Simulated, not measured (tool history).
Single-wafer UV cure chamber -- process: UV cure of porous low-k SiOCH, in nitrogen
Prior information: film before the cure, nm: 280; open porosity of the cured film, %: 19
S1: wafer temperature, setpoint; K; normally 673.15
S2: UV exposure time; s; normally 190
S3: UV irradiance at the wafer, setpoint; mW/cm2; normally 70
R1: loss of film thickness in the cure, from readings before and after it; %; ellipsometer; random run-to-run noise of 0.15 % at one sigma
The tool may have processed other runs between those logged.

{"run": 1, "hour": 0.0, "S1": 673.15, "S2": 190, "S3": 70, "R1": 9.333}
{"run": 2, "hour": 17.9, "S1": 673.15, "S2": 190, "S3": 70, "R1": 9.32}
{"run": 3, "hour": 33.9, "S1": 673.15, "S2": 235, "S3": 70, "R1": 10.107}
{"run": 4, "hour": 45.7, "S1": 673.15, "S2": 235, "S3": 70, "R1": 10.082}
{"run": 5, "hour": 63.6, "S1": 673.15, "S2": 280, "S3": 90, "R1": 11.72}
{"run": 6, "hour": 74.9, "S1": 673.15, "S2": 190, "S3": 70, "R1": 8.704}
{"run": 7, "hour": 89.7, "S1": 673.15, "S2": 190, "S3": 70, "R1": 8.803}
{"run": 8, "hour": 96.7, "S1": 673.15, "S2": 220, "S3": 70, "R1": 9.47}
{"run": 9, "hour": 111.8, "S1": 673.15, "S2": 220, "S3": 70, "R1": 9.677}
{"run": 10, "hour": 124.6, "S1": 673.15, "S2": 220, "S3": 70, "R1": 9.635}
{"hour": 138.1, "done": "quartz window cleaned"}
{"run": 11, "hour": 138.6, "S1": 673.15, "S2": 190, "S3": 70, "R1": 10.042}
{"run": 12, "hour": 147.3, "S1": 673.15, "S2": 190, "S3": 70, "R1": 9.708}
{"run": 13, "hour": 155.5, "S1": 673.15, "S2": 190, "S3": 70, "R1": 9.56}
{"hour": 164.1, "done": "UV bulbs replaced"}
{"run": 14, "hour": 167.8, "S1": 673.15, "S2": 190, "S3": 70, "R1": 9.548}
{"run": 15, "hour": 181.2, "S1": 673.15, "S2": 190, "S3": 70, "R1": 9.219}
{"run": 16, "hour": 190.9, "S1": 673.15, "S2": 190, "S3": 70, "R1": 9.484}
{"run": 17, "hour": 198.9, "S1": 673.15, "S2": 190, "S3": 70, "R1": 8.996}
{"run": 18, "hour": 205.2, "S1": 673.15, "S2": 115, "S3": 70, "R1": 6.851}
{"run": 19, "hour": 212.5, "S1": 664.15, "S2": 190, "S3": 70, "R1": 8.97}
{"run": 20, "hour": 229.5, "S1": 664.15, "S2": 190, "S3": 70, "R1": 8.956}
{"run": 21, "hour": 237.7, "S1": 656.15, "S2": 190, "S3": 70, "R1": 8.705}
{"run": 22, "hour": 245.5, "S1": 673.15, "S2": 160, "S3": 52, "R1": 7.165}
{"run": 23, "hour": 255.6, "S1": 673.15, "S2": 75, "S3": 96, "R1": 6.325}
{"run": 24, "hour": 270.1, "S1": 684.15, "S2": 230, "S3": 40, "R1": 7.543}
{"run": 25, "hour": 278.6, "S1": 688.15, "S2": 190, "S3": 70, "R1": 9.246}
{"hour": 289.7, "done": "quartz window cleaned"}
{"run": 26, "hour": 294.0, "S1": 688.15, "S2": 140, "S3": 40, "R1": 6.279}
{"run": 27, "hour": 311.3, "S1": 673.15, "S2": 140, "S3": 52, "R1": 6.985}
{"run": 28, "hour": 322.2, "S1": 673.15, "S2": 190, "S3": 70, "R1": 9.176}
{"run": 29, "hour": 339.2, "S1": 661.15, "S2": 250, "S3": 93, "R1": 11.581}
{"run": 30, "hour": 355.0, "S1": 686.15, "S2": 220, "S3": 70, "R1": 9.904}
{"run": 31, "hour": 364.9, "S1": 673.15, "S2": 190, "S3": 70, "R1": 9.033}
{"run": 32, "hour": 372.4, "S1": 673.15, "S2": 90, "S3": 40, "R1": 4.08}
{"run": 33, "hour": 384.3, "S1": 673.15, "S2": 190, "S3": 70, "R1": 9.038}
{"run": 34, "hour": 391.7, "S1": 673.15, "S2": 100, "S3": 70, "R1": 6.223}
{"run": 35, "hour": 408.2, "S1": 673.15, "S2": 85, "S3": 70, "R1": 5.626}
{"hour": 436.5, "done": "quartz window cleaned"}
{"run": 36, "hour": 457.7, "S1": 673.15, "S2": 190, "S3": 70, "R1": 9.68}
{"run": 37, "hour": 477.3, "S1": 673.15, "S2": 190, "S3": 70, "R1": 9.391}
{"run": 38, "hour": 487.5, "S1": 673.15, "S2": 190, "S3": 70, "R1": 9.229}
{"run": 39, "hour": 499.3, "S1": 688.15, "S2": 115, "S3": 40, "R1": 4.956}
{"run": 40, "hour": 511.1, "S1": 673.15, "S2": 190, "S3": 70, "R1": 9.116}
{"run": 41, "hour": 527.9, "S1": 673.15, "S2": 190, "S3": 70, "R1": 8.896}

Forecast each of these 3 alternatives for the next run:
{"run": "A", "hour": 528.3, "S1": 673.15, "S2": 190, "S3": 70, "R1": "?"}
{"run": "B", "hour": 528.3, "S1": 678.15, "S2": 90, "S3": 101, "R1": "?"}
{"run": "C", "hour": 528.3, "S1": 673.15, "S2": 230, "S3": 40, "R1": "?"}

run=A R1=9.033
run=B R1=7.472
run=C R1=7.443
Stripped of hidden state, with their random variation kept, the same runs would have yielded:
run=A R1=9.921
run=B R1=8.319
run=C R1=8.289

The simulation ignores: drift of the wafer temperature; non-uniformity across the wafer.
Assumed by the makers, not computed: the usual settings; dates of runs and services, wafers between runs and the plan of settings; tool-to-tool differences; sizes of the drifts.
